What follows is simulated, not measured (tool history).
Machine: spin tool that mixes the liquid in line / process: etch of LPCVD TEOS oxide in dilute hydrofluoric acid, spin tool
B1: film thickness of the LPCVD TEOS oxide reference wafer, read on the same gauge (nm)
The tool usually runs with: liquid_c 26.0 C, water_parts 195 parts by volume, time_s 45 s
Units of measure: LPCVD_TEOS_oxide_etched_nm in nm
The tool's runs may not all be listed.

{"run": 1, "hour": 0.0, "liquid_c": 26.0, "water_parts": 195, "time_s": 45, "B1": 87.62, "LPCVD_TEOS_oxide_etched_nm": 5.95}
{"run": 2, "hour": 53.1, "liquid_c": 26.0, "water_parts": 195, "time_s": 45, "B1": 87.52, "LPCVD_TEOS_oxide_etched_nm": 5.93}
{"run": 3, "hour": 101.0, "liquid_c": 26.0, "water_parts": 195, "time_s": 45, "B1": 87.44, "LPCVD_TEOS_oxide_etched_nm": 6.03}
{"run": 4, "hour": 389.3, "liquid_c": 26.0, "water_parts": 235, "time_s": 60, "B1": 86.85, "LPCVD_TEOS_oxide_etched_nm": 6.26}
{"run": 5, "hour": 478.9, "liquid_c": 26.0, "water_parts": 235, "time_s": 60, "B1": 86.64, "LPCVD_TEOS_oxide_etched_nm": 6.21}
{"run": 6, "hour": 536.8, "liquid_c": 26.0, "water_parts": 235, "time_s": 60, "B1": 86.51, "LPCVD_TEOS_oxide_etched_nm": 6.23}
{"hour": 580.1, "done": "gauge calibrated"}
{"run": 7, "hour": 625.9, "liquid_c": 26.0, "water_parts": 195, "time_s": 45, "B1": 90.21, "LPCVD_TEOS_oxide_etched_nm": 6.1}
{"run": 8, "hour": 724.8, "liquid_c": 26.0, "water_parts": 195, "time_s": 45, "B1": 90.17, "LPCVD_TEOS_oxide_etched_nm": 6.22}
{"run": 9, "hour": 761.5, "liquid_c": 26.0, "water_parts": 195, "time_s": 45, "B1": 90.18, "LPCVD_TEOS_oxide_etched_nm": 6.11}
{"run": 10, "hour": 827.5, "liquid_c": 26.0, "water_parts": 195, "time_s": 45, "B1": 90.17, "LPCVD_TEOS_oxide_etched_nm": 6.1}
{"run": 11, "hour": 891.7, "liquid_c": 24.0, "water_parts": 195, "time_s": 45, "B1": 90.17, "LPCVD_TEOS_oxide_etched_nm": 5.67}
{"run": 12, "hour": 940.6, "liquid_c": 24.0, "water_parts": 195, "time_s": 45, "B1": 90.14, "LPCVD_TEOS_oxide_etched_nm": 5.76}
{"run": 13, "hour": 1012.8, "liquid_c": 24.0, "water_parts": 195, "time_s": 45, "B1": 90.12, "LPCVD_TEOS_oxide_etched_nm": 5.68}
{"run": 14, "hour": 1106.2, "liquid_c": 26.0, "water_parts": 195, "time_s": 45, "B1": 90.07, "LPCVD_TEOS_oxide_etched_nm": 6.14}
{"run": 15, "hour": 1160.5, "liquid_c": 28.5, "water_parts": 195, "time_s": 45, "B1": 90.04, "LPCVD_TEOS_oxide_etched_nm": 6.65}
{"hour": 1194.6, "done": "hydrofluoric acid flow meter replaced"}
{"run": 16, "hour": 1252.9, "liquid_c": 26.0, "water_parts": 195, "time_s": 45, "B1": 89.99, "LPCVD_TEOS_oxide_etched_nm": 6.05}
{"run": 17, "hour": 1517.4, "liquid_c": 24.0, "water_parts": 195, "time_s": 60, "B1": 89.8, "LPCVD_TEOS_oxide_etched_nm": 7.59}
{"run": 18, "hour": 1624.2, "liquid_c": 23.5, "water_parts": 295, "time_s": 25, "B1": 89.7, "LPCVD_TEOS_oxide_etched_nm": 1.85}
{"run": 19, "hour": 1678.0, "liquid_c": 26.0, "water_parts": 275, "time_s": 70, "B1": 89.67, "LPCVD_TEOS_oxide_etched_nm": 6.18}
{"hour": 1716.0, "done": "thermometer replaced"}
{"run": 20, "hour": 1754.8, "liquid_c": 26.0, "water_parts": 195, "time_s": 25, "B1": 89.56, "LPCVD_TEOS_oxide_etched_nm": 3.34}
{"run": 21, "hour": 1855.6, "liquid_c": 28.0, "water_parts": 255, "time_s": 25, "B1": 89.48, "LPCVD_TEOS_oxide_etched_nm": 2.59}
{"run": 22, "hour": 1913.1, "liquid_c": 21.0, "water_parts": 195, "time_s": 35, "B1": 89.41, "LPCVD_TEOS_oxide_etched_nm": 3.94}
{"run": 23, "hour": 1956.3, "liquid_c": 22.5, "water_parts": 225, "time_s": 30, "B1": 89.34, "LPCVD_TEOS_oxide_etched_nm": 2.98}
{"run": 24, "hour": 2046.4, "liquid_c": 21.5, "water_parts": 125, "time_s": 25, "B1": 89.26, "LPCVD_TEOS_oxide_etched_nm": 4.84}
{"run": 25, "hour": 2142.6, "liquid_c": 26.0, "water_parts": 120, "time_s": 45, "B1": 89.11, "LPCVD_TEOS_oxide_etched_nm": 10.58}
{"run": 26, "hour": 2331.3, "liquid_c": 21.5, "water_parts": 290, "time_s": 35, "B1": 88.82, "LPCVD_TEOS_oxide_etched_nm": 2.44}
{"run": 27, "hour": 2411.8, "liquid_c": 26.0, "water_parts": 195, "time_s": 45, "B1": 88.7, "LPCVD_TEOS_oxide_etched_nm": 6.01}
{"run": 28, "hour": 2450.1, "liquid_c": 26.0, "water_parts": 195, "time_s": 55, "B1": 88.64, "LPCVD_TEOS_oxide_etched_nm": 7.34}
{"run": 29, "hour": 2502.0, "liquid_c": 26.0, "water_parts": 195, "time_s": 35, "B1": 88.56, "LPCVD_TEOS_oxide_etched_nm": 4.69}
{"run": 30, "hour": 2562.8, "liquid_c": 26.0, "water_parts": 195, "time_s": 45, "B1": 88.43, "LPCVD_TEOS_oxide_etched_nm": 6.05}
{"run": 31, "hour": 2603.9, "liquid_c": 23.5, "water_parts": 265, "time_s": 45, "B1": 88.34, "LPCVD_TEOS_oxide_etched_nm": 3.77}
{"run": 32, "hour": 2644.3, "liquid_c": 31.0, "water_parts": 140, "time_s": 65, "B1": 88.3, "LPCVD_TEOS_oxide_etched_nm": 15.37}

A few steps of LPCVD_TEOS_oxide_etched_nm between consecutive runs. Split each: what settings, incoming material and random variation would produce without the hidden state, and what is left over for the hidden state, along with gauge scatter present in only one of the two compared results (measured, and without hidden state):
The tool's hidden condition here consists of: liquid colder than its thermometer reads (K); hydrofluoric acid flow below the setpoint (%); gauge reads high (%).
Run 6 -> 7: water_parts 235 -> 195, time_s 60 -> 45, gauge calibrated. LPCVD_TEOS_oxide_etched_nm -0.13 nm: hidden state +0.26, all else -0.39.
Run 17 -> 18: liquid_c 24.0 -> 23.5, water_parts 195 -> 295, time_s 60 -> 25. LPCVD_TEOS_oxide_etched_nm -5.74 nm: hidden state +0.01, all else -5.75.
Run 25 -> 26: liquid_c 26.0 -> 21.5, water_parts 120 -> 290, time_s 45 -> 35. LPCVD_TEOS_oxide_etched_nm -8.14 nm: hidden state +0.08, all else -8.22.
Run 31 -> 32: liquid_c 23.5 -> 31.0, water_parts 265 -> 140, time_s 45 -> 65. LPCVD_TEOS_oxide_etched_nm +11.60 nm: hidden state -0.22, all else +11.82.
